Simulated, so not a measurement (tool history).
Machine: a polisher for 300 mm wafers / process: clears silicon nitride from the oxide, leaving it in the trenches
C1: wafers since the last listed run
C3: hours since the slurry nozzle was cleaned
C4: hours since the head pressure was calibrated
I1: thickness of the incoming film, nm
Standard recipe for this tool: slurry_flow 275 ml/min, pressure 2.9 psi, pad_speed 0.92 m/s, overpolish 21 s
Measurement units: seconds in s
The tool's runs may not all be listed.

Run 1, hour 0.0: usual settings but pad_speed 0.84 m/s; C1 0; wafers polished on this pad 1183; C3 163.4; C4 548.2; I1 79.9. Result: seconds 91.8 s.
At hour 15.1: head pressure recalibrated.
At hour 25.3: worn pad replaced by a new one.
Run 2, hour 64.0: usual settings but pad_speed 0.84 m/s; C1 302; wafers polished on this pad 201; C3 227.4; C4 48.9; I1 80.8. Result: seconds 94.6 s.
Run 3, hour 106.0: usual settings but slurry_flow 345 ml/min, overpolish 13 s; C1 218; wafers polished on this pad 420; C3 269.4; C4 90.9; I1 80.2. Result: seconds 87.4 s.
Run 4, hour 149.8: usual settings; C1 228; wafers polished on this pad 648; C3 313.2; C4 134.7; I1 80.5. Result: seconds 89.2 s.
Run 5, hour 177.9: usual settings but pad_speed 1.04 m/s; C1 146; wafers polished on this pad 795; C3 341.3; C4 162.8; I1 80.5. Result: seconds 85.6 s.
Run 6, hour 205.6: usual settings but pad_speed 1.04 m/s; C1 144; wafers polished on this pad 939; C3 369.0; C4 190.5; I1 80.3. Result: seconds 84.1 s.
At hour 238.9: worn pad replaced by a new one.
Run 7, hour 268.7: usual settings but slurry_flow 250 ml/min; C1 308; wafers polished on this pad 155; C3 432.1; C4 253.6; I1 79.2. Result: seconds 92.3 s.
Run 8, hour 316.9: usual settings; C1 251; wafers polished on this pad 406; C3 480.3; C4 301.8; I1 80.2. Result: seconds 91.1 s.
Run 9, hour 349.7: usual settings but overpolish 26 s; C1 170; wafers polished on this pad 577; C3 513.1; C4 334.6; I1 79.2. Result: seconds 91.2 s.
Run 10, hour 394.4: usual settings but overpolish 26 s; C1 233; wafers polished on this pad 810; C3 557.8; C4 379.3; I1 79.6. Result: seconds 91.5 s.
At hour 408.7: slurry nozzle cleaned.
At hour 445.1: worn pad replaced by a new one.
Run 11, hour 523.4: usual settings but pressure 2.1 psi, overpolish 31 s; C1 646; wafers polished on this pad 408; C3 114.7; C4 508.3; I1 79.2. Result: seconds 114.3 s.
Run 12, hour 586.3: usual settings but slurry_flow 205 ml/min, pressure 2.5 psi, pad_speed 1.10 m/s, overpolish 9 s; C1 327; wafers polished on this pad 736; C3 177.6; C4 571.2; I1 80.6. Result: seconds 92.7 s.
Run 13, hour 639.9: usual settings; C1 279; wafers polished on this pad 1015; C3 231.2; C4 624.8; I1 79.7. Result: seconds 87.3 s.

Run 14, settings as shown, results not yet in. Your forecast:
At hour 677.2: head pressure recalibrated.
Run 14, hour 708.0: usual settings; C1 344; wafers polished on this pad 1360; C3 299.3; C4 30.8; I1 80.1. Result: seconds ?.

Run 14 came out at seconds 91.1 s.
If the tool had no hidden condition, the same run with the same run-to-run variation would have returned seconds 90.2 s.
